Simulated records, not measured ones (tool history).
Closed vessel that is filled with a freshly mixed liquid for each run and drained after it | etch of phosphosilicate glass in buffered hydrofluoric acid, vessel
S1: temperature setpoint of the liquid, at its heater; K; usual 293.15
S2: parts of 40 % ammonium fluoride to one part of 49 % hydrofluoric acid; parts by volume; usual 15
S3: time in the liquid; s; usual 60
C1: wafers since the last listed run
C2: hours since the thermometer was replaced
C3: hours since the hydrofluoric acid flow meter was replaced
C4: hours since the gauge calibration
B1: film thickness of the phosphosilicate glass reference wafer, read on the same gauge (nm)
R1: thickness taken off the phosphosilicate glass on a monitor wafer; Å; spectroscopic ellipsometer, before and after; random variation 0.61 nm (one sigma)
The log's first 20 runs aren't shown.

{"run": 21, "hour": 1102.4, "S1": 293.15, "S2": 15, "S3": 60, "C1": 14250, "C2": 153.8, "C3": 165.9, "C4": 379.6, "B1": 90.02, "R1": 920.5}
{"run": 22, "hour": 1144.4, "S1": 290.15, "S2": 17, "S3": 60, "C1": 5810, "C2": 195.8, "C3": 207.9, "C4": 421.6, "B1": 89.97, "R1": 680}
{"run": 23, "hour": 1198.7, "S1": 293.15, "S2": 20.5, "S3": 50, "C1": 7512, "C2": 250.1, "C3": 262.2, "C4": 475.9, "B1": 90, "R1": 565.1}
{"run": 24, "hour": 1249.7, "S1": 296.15, "S2": 21, "S3": 45, "C1": 7056, "C2": 301.1, "C3": 313.2, "C4": 526.9, "B1": 90.03, "R1": 587.8}
{"run": 25, "hour": 1317.5, "S1": 293.15, "S2": 15, "S3": 60, "C1": 9380, "C2": 368.9, "C3": 381, "C4": 594.7, "B1": 90.01, "R1": 913.3}
{"run": 26, "hour": 1356.5, "S1": 291.65, "S2": 12.5, "S3": 60, "C1": 5395, "C2": 407.9, "C3": 420, "C4": 633.7, "B1": 90.01, "R1": 992.7}
{"run": 27, "hour": 1387.2, "S1": 293.15, "S2": 15, "S3": 30, "C1": 4247, "C2": 438.6, "C3": 450.7, "C4": 664.4, "B1": 90, "R1": 451.9}
{"run": 28, "hour": 1419.9, "S1": 293.15, "S2": 15, "S3": 60, "C1": 4524, "C2": 471.3, "C3": 483.4, "C4": 697.1, "B1": 90.01, "R1": 914}
{"run": 29, "hour": 1448.4, "S1": 293.15, "S2": 15, "S3": 60, "C1": 3943, "C2": 499.8, "C3": 511.9, "C4": 725.6, "B1": 89.97, "R1": 895.9}
{"run": 30, "hour": 1485.4, "S1": 295.65, "S2": 20, "S3": 60, "C1": 5119, "C2": 536.8, "C3": 548.9, "C4": 762.6, "B1": 89.99, "R1": 796.8}
{"run": 31, "hour": 1555.4, "S1": 293.15, "S2": 15, "S3": 60, "C1": 9684, "C2": 606.8, "C3": 618.9, "C4": 832.6, "B1": 90.02, "R1": 891.2}

Forecast each of these 4 alternatives for the next run:
{"run": "A", "hour": 1556.1, "S1": 296.15, "S2": 15, "S3": 60, "C1": 96, "C2": 607.5, "C3": 619.6, "C4": 833.3, "B1": "?", "R1": "?"}
{"run": "B", "hour": 1556.1, "S1": 291.15, "S2": 11.5, "S3": 80, "C1": 96, "C2": 607.5, "C3": 619.6, "C4": 833.3, "B1": "?", "R1": "?"}
{"run": "C", "hour": 1556.1, "S1": 293.15, "S2": 15, "S3": 90, "C1": 96, "C2": 607.5, "C3": 619.6, "C4": 833.3, "B1": "?", "R1": "?"}
{"run": "D", "hour": 1556.1, "S1": 293.15, "S2": 15, "S3": 40, "C1": 96, "C2": 607.5, "C3": 619.6, "C4": 833.3, "B1": "?", "R1": "?"}

run=A B1=90 R1=1055.8
run=B B1=90 R1=1381.8
run=C B1=90 R1=1340.7
run=D B1=90 R1=595.9
Without the tool's hidden state the same runs would have given:
run=A R1=1087.7
run=B R1=1423.3
run=C R1=1381.2
run=D R1=613.9
